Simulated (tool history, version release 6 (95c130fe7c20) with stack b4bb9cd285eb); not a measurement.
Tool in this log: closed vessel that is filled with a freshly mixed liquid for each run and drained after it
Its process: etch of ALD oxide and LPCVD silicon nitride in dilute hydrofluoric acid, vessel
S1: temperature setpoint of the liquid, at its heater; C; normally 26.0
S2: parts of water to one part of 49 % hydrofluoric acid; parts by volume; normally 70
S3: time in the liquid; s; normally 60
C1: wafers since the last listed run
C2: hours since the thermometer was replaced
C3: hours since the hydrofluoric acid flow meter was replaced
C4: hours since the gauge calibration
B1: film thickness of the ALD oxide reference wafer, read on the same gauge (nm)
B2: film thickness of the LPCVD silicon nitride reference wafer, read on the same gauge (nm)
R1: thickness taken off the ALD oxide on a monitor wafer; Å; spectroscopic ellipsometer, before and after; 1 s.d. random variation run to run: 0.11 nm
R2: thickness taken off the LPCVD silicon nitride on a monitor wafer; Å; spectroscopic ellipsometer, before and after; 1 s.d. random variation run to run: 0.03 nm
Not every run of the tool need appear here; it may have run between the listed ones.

{"run": 1, "day": 0.0, "S1": 29.0, "S2": 70, "S3": 35, "C1": 0, "C2": 1666.3, "C3": 1129.1, "C4": 645.3, "B1": 70.01, "B2": 99.975, "R1": 165.1, "R2": 3.85}
{"run": 2, "day": 2.825, "S1": 29.0, "S2": 70, "S3": 35, "C1": 6322, "C2": 1734.1, "C3": 1196.9, "C4": 713.1, "B1": 70.0, "B2": 100.043, "R1": 164.2, "R2": 3.82}
{"run": 3, "day": 4.738, "S1": 29.0, "S2": 70, "S3": 35, "C1": 4280, "C2": 1780.0, "C3": 1242.8, "C4": 759.0, "B1": 69.99, "B2": 99.984, "R1": 163.5, "R2": 3.66}
{"run": 4, "day": 6.062, "S1": 26.0, "S2": 80, "S3": 30, "C1": 2965, "C2": 1811.8, "C3": 1274.6, "C4": 790.8, "B1": 70.01, "B2": 100.023, "R1": 107.2, "R2": 2.2}
{"run": 5, "day": 7.488, "S1": 26.0, "S2": 70, "S3": 60, "C1": 3189, "C2": 1846.0, "C3": 1308.8, "C4": 825.0, "B1": 70.01, "B2": 100.015, "R1": 251.8, "R2": 5.16}
{"run": 6, "day": 8.517, "S1": 26.0, "S2": 70, "S3": 60, "C1": 2303, "C2": 1870.7, "C3": 1333.5, "C4": 849.7, "B1": 70.01, "B2": 100.035, "R1": 250.0, "R2": 5.16}
{"run": 7, "day": 10.175, "S1": 26.0, "S2": 70, "S3": 60, "C1": 3711, "C2": 1910.5, "C3": 1373.3, "C4": 889.5, "B1": 70.01, "B2": 99.981, "R1": 248.1, "R2": 5.53}
{"run": 8, "day": 11.721, "S1": 26.0, "S2": 70, "S3": 60, "C1": 3459, "C2": 1947.6, "C3": 1410.4, "C4": 926.6, "B1": 70.0, "B2": 99.999, "R1": 250.6, "R2": 5.54}
{"run": 9, "day": 14.029, "S1": 28.5, "S2": 70, "S3": 60, "C1": 5166, "C2": 2003.0, "C3": 1465.8, "C4": 982.0, "B1": 70.0, "B2": 99.992, "R1": 275.1, "R2": 6.1}
{"run": 10, "day": 15.783, "S1": 28.5, "S2": 70, "S3": 60, "C1": 3926, "C2": 2045.1, "C3": 1507.9, "C4": 1024.1, "B1": 69.99, "B2": 100.003, "R1": 274.6, "R2": 5.54}
{"day": 17.329, "done": "thermometer replaced"}
{"run": 11, "day": 17.346, "S1": 26.0, "S2": 70, "S3": 60, "C1": 3403, "C2": 0.4, "C3": 1545.4, "C4": 1061.6, "B1": 69.97, "B2": 99.991, "R1": 234.5, "R2": 4.91}
{"day": 19.071, "done": "gauge calibrated"}
{"run": 12, "day": 19.183, "S1": 26.0, "S2": 70, "S3": 60, "C1": 4112, "C2": 44.5, "C3": 1589.5, "C4": 2.7, "B1": 70.0, "B2": 99.994, "R1": 233.4, "R2": 4.6}
{"day": 20.142, "done": "hydrofluoric acid flow meter replaced"}
{"run": 13, "day": 21.471, "S1": 23.5, "S2": 70, "S3": 60, "C1": 5026, "C2": 99.4, "C3": 31.9, "C4": 57.6, "B1": 70.02, "B2": 99.968, "R1": 210.0, "R2": 3.75}
{"run": 14, "day": 24.158, "S1": 26.0, "S2": 70, "S3": 60, "C1": 6015, "C2": 163.9, "C3": 96.4, "C4": 122.1, "B1": 70.01, "B2": 99.995, "R1": 231.5, "R2": 4.79}
{"run": 15, "day": 25.479, "S1": 26.0, "S2": 70, "S3": 60, "C1": 2956, "C2": 195.6, "C3": 128.1, "C4": 153.8, "B1": 69.96, "B2": 100.005, "R1": 231.7, "R2": 4.55}
{"day": 26.533, "done": "thermometer replaced, repeated, since the last time left the tool worse"}
{"run": 16, "day": 26.642, "S1": 22.0, "S2": 95, "S3": 85, "C1": 2508, "C2": 2.6, "C3": 156.0, "C4": 181.7, "B1": 70.02, "B2": 99.98, "R1": 225.6, "R2": 4.4}
{"run": 17, "day": 28.929, "S1": 26.0, "S2": 70, "S3": 60, "C1": 5119, "C2": 57.5, "C3": 210.9, "C4": 236.6, "B1": 70.01, "B2": 99.981, "R1": 260.3, "R2": 5.17}
{"run": 18, "day": 30.104, "S1": 26.0, "S2": 70, "S3": 45, "C1": 2629, "C2": 85.7, "C3": 239.1, "C4": 264.8, "B1": 70.01, "B2": 99.973, "R1": 195.4, "R2": 4.39}
{"run": 19, "day": 31.517, "S1": 21.0, "S2": 45, "S3": 60, "C1": 3161, "C2": 119.6, "C3": 273.0, "C4": 298.7, "B1": 70.0, "B2": 100.02, "R1": 342.0, "R2": 5.99}
{"run": 20, "day": 34.321, "S1": 27.5, "S2": 85, "S3": 75, "C1": 6276, "C2": 186.9, "C3": 340.3, "C4": 366.0, "B1": 70.01, "B2": 99.99, "R1": 280.5, "R2": 6.46}
{"run": 21, "day": 36.688, "S1": 31.0, "S2": 55, "S3": 90, "C1": 5296, "C2": 243.7, "C3": 397.1, "C4": 422.8, "B1": 70.01, "B2": 99.994, "R1": 624.8, "R2": 14.56}
{"run": 22, "day": 38.008, "S1": 24.0, "S2": 70, "S3": 90, "C1": 2956, "C2": 275.4, "C3": 428.8, "C4": 454.5, "B1": 70.0, "B2": 100.004, "R1": 362.6, "R2": 7.12}
{"run": 23, "day": 40.95, "S1": 26.0, "S2": 70, "S3": 60, "C1": 6583, "C2": 346.0, "C3": 499.4, "C4": 525.1, "B1": 70.0, "B2": 100.015, "R1": 260.4, "R2": 5.42}
{"run": 24, "day": 43.712, "S1": 29.5, "S2": 40, "S3": 60, "C1": 6182, "C2": 412.3, "C3": 565.7, "C4": 591.4, "B1": 70.03, "B2": 100.011, "R1": 546.8, "R2": 11.87}

How would selected steps in R1 from run to run divide? Give the signed amount a tool lacking its hidden state would still show from settings, what came in and random variation, and the signed amount left for the hidden state, including any gauge scatter that is not in both of the compared results.
Hidden state at play: liquid colder than its thermometer reads (K); hydrofluoric acid flow below the setpoint (%); gauge reads high (%).
Run 10 -> 11: S1 28.5 -> 26.0, thermometer replaced. R1 -40.1 Å: hidden state -12.2, all else -27.9.
Run 15 -> 16: S1 26.0 -> 22.0, S2 70 -> 95, S3 60 -> 85, thermometer replaced, repeated, since the last time left the tool worse. R1 -6.1 Å: hidden state +29.8, all else -35.9.
Run 20 -> 21: S1 27.5 -> 31.0, S2 85 -> 55, S3 75 -> 90. R1 +344.3 Å: hidden state -6.5, all else +350.8.
Run 23 -> 24: S1 26.0 -> 29.5, S2 70 -> 40. R1 +286.4 Å: hidden state -7.1, all else +293.5.

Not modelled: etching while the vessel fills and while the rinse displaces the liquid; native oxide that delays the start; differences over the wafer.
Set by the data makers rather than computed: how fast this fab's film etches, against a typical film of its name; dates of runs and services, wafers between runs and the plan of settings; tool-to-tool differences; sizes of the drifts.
